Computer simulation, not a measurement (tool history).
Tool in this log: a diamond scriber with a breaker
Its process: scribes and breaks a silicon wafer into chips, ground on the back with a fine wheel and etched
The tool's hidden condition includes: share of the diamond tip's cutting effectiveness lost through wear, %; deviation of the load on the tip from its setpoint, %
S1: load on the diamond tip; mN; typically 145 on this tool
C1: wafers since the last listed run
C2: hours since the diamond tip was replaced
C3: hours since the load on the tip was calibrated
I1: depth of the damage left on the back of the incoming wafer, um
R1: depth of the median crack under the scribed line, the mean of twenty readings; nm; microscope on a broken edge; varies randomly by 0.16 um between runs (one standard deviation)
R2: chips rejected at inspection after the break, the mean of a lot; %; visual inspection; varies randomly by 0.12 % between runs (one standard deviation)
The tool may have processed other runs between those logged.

| run | day | S1 | C1 | C2 | C3 | I1 | R1 | R2 |
|---|---|---|---|---|---|---|---|---|
| 1 | 0 | 145 | 0 | 381 | 947.3 | 0.32 | 12170 | 3.56 |
| 2 | 0.604 | 145 | 26 | 395.5 | 961.8 | 0.57 | 12180 | 4.14 |
| 3 | 1.204 | 145 | 25 | 409.9 | 976.2 | 0.77 | 12140 | 4.24 |
| 4 | 1.496 | 145 | 12 | 416.9 | 983.2 | 0.59 | 12080 | 4.11 |
| 5 | 2.779 | 145 | 55 | 447.7 | 1014 | 0.62 | 12210 | 5.65 |
| 6 | 3.075 | 145 | 12 | 454.8 | 1021.1 | 0.53 | 11940 | 5.28 |
| 7 | 3.538 | 165 | 19 | 465.9 | 1032.2 | 0.59 | 12870 | 2.21 |
| 8 | 4.221 | 163 | 29 | 482.3 | 1048.6 | 0.75 | 12700 | 2.41 |
| 9 | 4.8 | 163 | 24 | 496.2 | 1062.5 | 0.62 | 12220 | 2.65 |
| 10 | 5.25 | 145 | 19 | 507 | 1073.3 | 0.72 | 11880 | 6.8 |
| 11 | 5.512 | 145 | 11 | 513.3 | 1079.6 | 0.33 | 11810 | 8.11 |
| 12 | 5.779 | 169 | 11 | 519.7 | 1086 | 0.37 | 12500 | 2.72 |
| 13 | 6.383 | 169 | 26 | 534.2 | 1100.5 | 0.37 | 12800 | 2.95 |
| 14 | 6.829 | 136 | 19 | 544.9 | 1111.2 | 0.37 | 11240 | 12.15 |
| 15 | 7.45 | 136 | 26 | 559.8 | 1126.1 | 0.55 | 11010 | 13.12 |
| 16 | 8.05 | 163 | 25 | 574.2 | 1140.5 | 0.64 | 12030 | 5.06 |
| 17 | 8.692 | 180 | 27 | 589.6 | 1155.9 | 0.77 | 12540 | 2.39 |
|  | 9.208 | load on the tip recalibrated |
| 18 | 9.229 | 108 | 19 | 602.5 | 0.5 | 0.67 | 9760 | 30.42 |
| 19 | 9.538 | 102 | 13 | 609.9 | 7.9 | 0.59 | 9420 | 36.97 |
|  | 10 | diamond tip replaced by a new one, of another model than before |
| 20 | 10.029 | 145 | 17 | 0.7 | 19.7 | 0.38 | 13110 | 1.54 |
| 21 | 10.675 | 145 | 27 | 16.2 | 35.2 | 0.8 | 13220 | 1.61 |
| 22 | 11.125 | 173 | 19 | 27 | 46 | 0.63 | 14770 | 6.08 |
| 23 | 11.7 | 188 | 24 | 40.8 | 59.8 | 0.35 | 15370 | 9.94 |
| 24 | 12.317 | 145 | 26 | 55.6 | 74.6 | 0.69 | 13250 | 1.52 |
| 25 | 14.288 | 165 | 85 | 102.9 | 121.9 | 0.33 | 14070 | 3.43 |
| 26 | 14.833 | 170 | 23 | 116 | 135 | 0.51 | 14220 | 4.35 |
| 27 | 15.167 | 110 | 14 | 124 | 143 | 0.5 | 11150 | 14.18 |
| 28 | 15.612 | 131 | 19 | 134.7 | 153.7 | 0.39 | 12350 | 3.82 |
| 29 | 16.171 | 124 | 24 | 148.1 | 167.1 | 0.42 | 11900 | 7.17 |
| 30 | 16.921 | 177 | 32 | 166.1 | 185.1 | 0.77 | 14820 | 5.18 |
| 31 | 17.225 | 181 | 13 | 173.4 | 192.4 | 0.6 | 14800 | 6.73 |

5 options for the next run, each taken on its own from the tool as it stands now. Forecast them:
| A | 17.254 | 129 | 1 | 174.1 | 193.1 | 0.32 | ? | ? |
| B | 17.254 | 178 | 1 | 174.1 | 193.1 | 0.32 | ? | ? |
| C | 17.254 | 128 | 1 | 174.1 | 193.1 | 0.32 | ? | ? |
| D | 17.254 | 103 | 1 | 174.1 | 193.1 | 0.32 | ? | ? |
| E | 17.254 | 122 | 1 | 174.1 | 193.1 | 0.32 | ? | ? |

| run | R1 | R2 |
|---|---|---|
| A | 11880 | 5.3 |
| B | 14470 | 6.58 |
| C | 11820 | 5.68 |
| D | 10380 | 21.87 |
| E | 11480 | 8.35 |
Without the tool's hidden state the same runs would have given:
| run | R1 | R2 |
|---|---|---|
| A | 12120 | 3.92 |
| B | 14760 | 8.52 |
| C | 12060 | 4.21 |
| D | 10590 | 18.77 |
| E | 11720 | 6.44 |
